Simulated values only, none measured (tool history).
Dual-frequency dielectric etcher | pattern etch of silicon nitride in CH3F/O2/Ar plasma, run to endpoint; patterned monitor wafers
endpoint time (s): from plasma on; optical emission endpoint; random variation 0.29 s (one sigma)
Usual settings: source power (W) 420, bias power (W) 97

run,day,source power (W),bias power (W),"incoming incoming film thickness, nm",endpoint time (s)
1,0.000,420,97,41.30,54.0
2,0.538,420,97,40.95,53.7
3,1.146,420,97,40.90,53.7
4,1.533,420,97,41.21,54.0
5,1.946,420,87,40.84,56.7
6,2.667,420,89,40.49,55.6
7,3.221,420,89,40.33,55.4
8,3.979,400,80,40.37,60.0
# day 4.938: bias power generator calibrated
# day 5.317: upper electrode replaced
# day 6.175: wet clean of the chamber
9,6.196,350,91,40.99,57.7
10,6.212,350,91,41.01,57.9
11,6.225,350,91,40.86,58.6
12,6.896,420,97,40.90,52.0
13,7.346,500,77,41.09,53.8
14,8.067,420,97,40.97,52.6
15,8.533,420,79,40.95,57.2
16,9.021,350,76,40.47,63.5

Forecast run 17:
17,9.362,380,86,41.06,?

endpoint time (s): 58.5
Without the tool's hidden state the same run would have given endpoint time (s) 57.8.
